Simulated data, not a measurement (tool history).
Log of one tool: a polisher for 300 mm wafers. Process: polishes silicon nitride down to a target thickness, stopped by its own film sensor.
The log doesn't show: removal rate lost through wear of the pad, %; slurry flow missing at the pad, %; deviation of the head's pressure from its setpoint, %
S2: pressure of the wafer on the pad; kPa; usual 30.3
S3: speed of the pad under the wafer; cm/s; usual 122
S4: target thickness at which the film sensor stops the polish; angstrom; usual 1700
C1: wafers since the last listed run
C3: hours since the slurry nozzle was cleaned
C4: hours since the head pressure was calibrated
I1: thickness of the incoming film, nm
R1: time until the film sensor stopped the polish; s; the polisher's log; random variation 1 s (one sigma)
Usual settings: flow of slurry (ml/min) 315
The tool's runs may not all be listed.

Run 1, hour 0: usual settings; C1 0; wafers polished on this pad 43; C3 391.9; C4 696.7; I1 373.5. Result: R1 93.2 s.
Run 2, hour 25.5: usual settings; C1 317; wafers polished on this pad 361; C3 417.4; C4 722.2; I1 369.9. Result: R1 92.7 s.
Run 3, hour 39.3: usual settings; C1 171; wafers polished on this pad 533; C3 431.2; C4 736; I1 365.5. Result: R1 93.3 s.
Run 4, hour 54.3: usual settings; C1 186; wafers polished on this pad 720; C3 446.2; C4 751; I1 367.5. Result: R1 95.4 s.
Run 5, hour 71.2: usual settings; C1 210; wafers polished on this pad 931; C3 463.1; C4 767.9; I1 368.2. Result: R1 96.3 s.
At hour 83.9: worn pad replaced by a new one.
Run 6, hour 84.4: usual settings; C1 114; wafers polished on this pad 5; C3 476.3; C4 781.1; I1 369.5. Result: R1 87.2 s.
Run 7, hour 120.9: usual settings; C1 454; wafers polished on this pad 460; C3 512.8; C4 817.6; I1 372.5. Result: R1 93 s.
Run 8, hour 128.4: usual settings; C1 93; wafers polished on this pad 553; C3 520.3; C4 825.1; I1 367. Result: R1 93.1 s.
Run 9, hour 135.4: usual settings but S2 32.4 kPa; C1 87; wafers polished on this pad 641; C3 527.3; C4 832.1; I1 367.8. Result: R1 87.5 s.
Run 10, hour 145.5: usual settings but S3 146 cm/s; C1 125; wafers polished on this pad 767; C3 537.4; C4 842.2; I1 364.5. Result: R1 81.2 s.
Run 11, hour 162.9: usual settings; C1 216; wafers polished on this pad 983; C3 554.8; C4 859.6; I1 365.4. Result: R1 95.9 s.
At hour 168.8: slurry nozzle cleaned.
At hour 179.1: worn pad replaced by a new one.
Run 12, hour 179.6: usual settings but flow of slurry (ml/min) 250, S3 88 cm/s, S4 2300 angstrom; C1 145; wafers polished on this pad 6; C3 10.8; C4 876.3; I1 370.7. Result: R1 81.5 s.
At hour 190.8: head pressure recalibrated.
Run 13, hour 191.3: usual settings; C1 120; wafers polished on this pad 127; C3 22.5; C4 0.5; I1 370.6. Result: R1 90.2 s.
Run 14, hour 200.5: usual settings; C1 114; wafers polished on this pad 242; C3 31.7; C4 9.7; I1 373.6. Result: R1 93 s.
Run 15, hour 215.9: usual settings but flow of slurry (ml/min) 240, S3 94 cm/s, S4 1490 angstrom; C1 191; wafers polished on this pad 434; C3 47.1; C4 25.1; I1 370.5. Result: R1 126.2 s.
Run 16, hour 232.1: usual settings but S2 35.2 kPa, S3 100 cm/s, S4 1180 angstrom; C1 201; wafers polished on this pad 636; C3 63.3; C4 41.3; I1 369.2. Result: R1 121.2 s.
Run 17, hour 238.9: usual settings but flow of slurry (ml/min) 400, S2 40 kPa, S3 160 cm/s, S4 2390 angstrom; C1 84; wafers polished on this pad 720; C3 70.1; C4 48.1; I1 375.6. Result: R1 40.7 s.
Run 18, hour 250.8: usual settings but flow of slurry (ml/min) 410; C1 148; wafers polished on this pad 869; C3 82; C4 60; I1 372.5. Result: R1 95.5 s.
Run 19, hour 267: usual settings but S2 37.9 kPa, S3 100 cm/s; C1 201; wafers polished on this pad 1070; C3 98.2; C4 76.2; I1 369.1. Result: R1 91.9 s.
Run 20, hour 275.6: usual settings but flow of slurry (ml/min) 260, S3 98 cm/s, S4 2270 angstrom; C1 107; wafers polished on this pad 1178; C3 106.8; C4 84.8; I1 368.9. Result: R1 84.9 s.

Forecast each of these 5 alternatives for the next run:
Run A, hour 276: usual settings; C1 4; wafers polished on this pad 1183; C3 107.2; C4 85.2; I1 369.3. Result: R1 ?.
Run B, hour 276: usual settings but S3 88 cm/s, S4 1940 angstrom; C1 4; wafers polished on this pad 1183; C3 107.2; C4 85.2; I1 369.3. Result: R1 ?.
Run C, hour 276: usual settings but flow of slurry (ml/min) 355, S3 154 cm/s; C1 4; wafers polished on this pad 1183; C3 107.2; C4 85.2; I1 369.3. Result: R1 ?.
Run D, hour 276: usual settings but S2 26.2 kPa, S4 2190 angstrom; C1 4; wafers polished on this pad 1183; C3 107.2; C4 85.2; I1 369.3. Result: R1 ?.
Run E, hour 276: usual settings but S4 2250 angstrom; C1 4; wafers polished on this pad 1183; C3 107.2; C4 85.2; I1 369.3. Result: R1 ?.

run     R1
  A  100.8
  B  112.5
  C   84.2
  D     88
  E     73
Without the tool's hidden state the same runs would have given:
run    R1
  A  88.7
  B    99
  C  74.1
  D  77.5
  E  64.2
